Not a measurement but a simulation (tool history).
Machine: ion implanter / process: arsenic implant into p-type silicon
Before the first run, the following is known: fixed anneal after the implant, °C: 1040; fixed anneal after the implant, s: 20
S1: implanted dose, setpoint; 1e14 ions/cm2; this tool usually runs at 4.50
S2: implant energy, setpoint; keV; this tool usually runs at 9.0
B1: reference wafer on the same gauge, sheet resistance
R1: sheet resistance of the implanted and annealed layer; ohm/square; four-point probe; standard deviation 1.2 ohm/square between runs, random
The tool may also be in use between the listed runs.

run   hour    S1    S2      B1      R1
  1    0.0  4.50   9.0  260.45  249.31
  2   40.0  4.50   9.0  260.02  247.56
  3   66.1  4.50   9.0  259.30  247.73
  4  109.4  4.50   9.0  258.89  248.30
     111.3  -- gauge calibrated
  5  178.9  4.50   9.0  261.40  251.51
  6  248.3  4.50  10.0  261.14  249.48
  7  302.3  4.50  10.0  260.05  250.80
     316.8  -- Faraday cup replaced and dose calibrated
     335.6  -- extraction supply calibrated
  8  362.2  3.26  11.5  259.96  317.42
  9  433.3  4.02   8.0  259.17  273.52
 10  487.8  3.26  11.0  258.84  313.05
 11  536.4  3.93   9.0  257.35  275.55
     550.7  -- gauge calibrated
 12  570.4  5.84   7.0  261.29  206.36
 13  641.9  3.26  11.5  260.51  317.69
 14  698.6  4.50   9.0  260.60  250.43

Selected run-to-run steps in R1, each split into two signed amounts: the part the tool would show with no hidden state at all (from settings, incoming material and random variation), and the remainder, which goes to the hidden state together with any gauge scatter not common to the measured and the hidden-state-free results:
What the log doesn't record here: deviation of the true dose from the Faraday cup's reading, %; deviation of the true energy from its setpoint, %; gauge reads high (%).
Run 11 -> 12: S1 3.93 -> 5.84, S2 9.0 -> 7.0, gauge calibrated. R1 -69.19 ohm/square: hidden state +3.94, all else -73.13.
Run 12 -> 13: S1 5.84 -> 3.26, S2 7.0 -> 11.5. R1 +111.33 ohm/square: hidden state -0.57, all else +111.90.
